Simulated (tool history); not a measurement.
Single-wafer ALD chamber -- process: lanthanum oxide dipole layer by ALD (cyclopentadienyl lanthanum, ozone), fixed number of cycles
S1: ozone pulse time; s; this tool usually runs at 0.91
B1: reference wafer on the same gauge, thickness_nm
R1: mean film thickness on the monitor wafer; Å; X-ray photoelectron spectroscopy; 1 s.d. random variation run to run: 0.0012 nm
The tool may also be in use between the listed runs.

run 1 day=0.000 | S1=1.04 | B1=0.393 | R1=4.81
run 2 day=1.146 | S1=1.04 | B1=0.393 | R1=4.82
run 3 day=2.000 | S1=1.10 | B1=0.393 | R1=4.86
run 4 day=2.758 | S1=1.09 | B1=0.393 | R1=4.87
run 5 day=3.554 | S1=1.09 | B1=0.393 | R1=4.88
run 6 day=4.717 | S1=0.91 | B1=0.393 | R1=4.61
run 7 day=5.512 | S1=0.91 | B1=0.393 | R1=4.60
run 8 day=6.825 | S1=0.91 | B1=0.394 | R1=4.61
run 9 day=8.100 | S1=0.91 | B1=0.393 | R1=4.58
-- day=8.671 gauge calibrated
run 10 day=9.125 | S1=0.91 | B1=0.393 | R1=4.60
run 11 day=9.925 | S1=0.91 | B1=0.393 | R1=4.59
-- day=10.546 showerhead replaced
run 12 day=10.908 | S1=1.18 | B1=0.393 | R1=4.92
run 13 day=12.138 | S1=1.18 | B1=0.393 | R1=4.92
run 14 day=13.058 | S1=0.63 | B1=0.393 | R1=3.95
run 15 day=14.421 | S1=1.12 | B1=0.393 | R1=4.87
run 16 day=15.538 | S1=0.91 | B1=0.393 | R1=4.54
run 17 day=16.075 | S1=0.60 | B1=0.393 | R1=3.86
run 18 day=17.100 | S1=0.67 | B1=0.393 | R1=4.04
-- day=18.367 ozone generator serviced
run 19 day=18.596 | S1=0.91 | B1=0.393 | R1=4.64
run 20 day=19.971 | S1=0.62 | B1=0.393 | R1=4.04
run 21 day=21.288 | S1=0.91 | B1=0.393 | R1=4.62
run 22 day=22.421 | S1=1.16 | B1=0.393 | R1=4.97
run 23 day=23.779 | S1=1.07 | B1=0.393 | R1=4.84
run 24 day=24.996 | S1=0.69 | B1=0.393 | R1=4.19
-- day=27.067 thermocouple changed; heater temperature recalibrated
run 25 day=28.858 | S1=0.72 | B1=0.393 | R1=4.24
run 26 day=29.442 | S1=1.27 | B1=0.393 | R1=5.04
run 27 day=30.600 | S1=0.91 | B1=0.393 | R1=4.60
run 28 day=31.725 | S1=0.64 | B1=0.393 | R1=4.02
run 29 day=32.729 | S1=0.91 | B1=0.393 | R1=4.58
run 30 day=33.258 | S1=0.91 | B1=0.393 | R1=4.57
run 31 day=34.596 | S1=0.79 | B1=0.393 | R1=4.34
run 32 day=35.133 | S1=0.76 | B1=0.393 | R1=4.26
run 33 day=36.567 | S1=0.63 | B1=0.393 | R1=3.95

Some steps in R1, run to run, broken into two amounts with sign: the step expected even without the hidden condition (settings, incoming material, random variation), and the rest, left for the hidden condition together with whatever gauge scatter is not in both the measured and the hidden-condition-free result:
The tool's hidden condition here consists of: wafer temperature above the value expected at the setpoint (K); ozone dose above that of a generator just serviced (%); gauge reads high (%).
Run 13 -> 14: S1 1.18 -> 0.63. R1 -0.97 Å: hidden state -0.04, all else -0.93.
Run 14 -> 15: S1 0.63 -> 1.12. R1 +0.92 Å: hidden state +0.02, all else +0.90.
Run 18 -> 19: S1 0.67 -> 0.91, ozone generator serviced. R1 +0.60 Å: hidden state +0.14, all else +0.46.
Run 24 -> 25: S1 0.69 -> 0.72, thermocouple changed; heater temperature recalibrated. R1 +0.05 Å: hidden state -0.03, all else +0.08.
Run 25 -> 26: S1 0.72 -> 1.27. R1 +0.80 Å: hidden state +0.03, all else +0.77.

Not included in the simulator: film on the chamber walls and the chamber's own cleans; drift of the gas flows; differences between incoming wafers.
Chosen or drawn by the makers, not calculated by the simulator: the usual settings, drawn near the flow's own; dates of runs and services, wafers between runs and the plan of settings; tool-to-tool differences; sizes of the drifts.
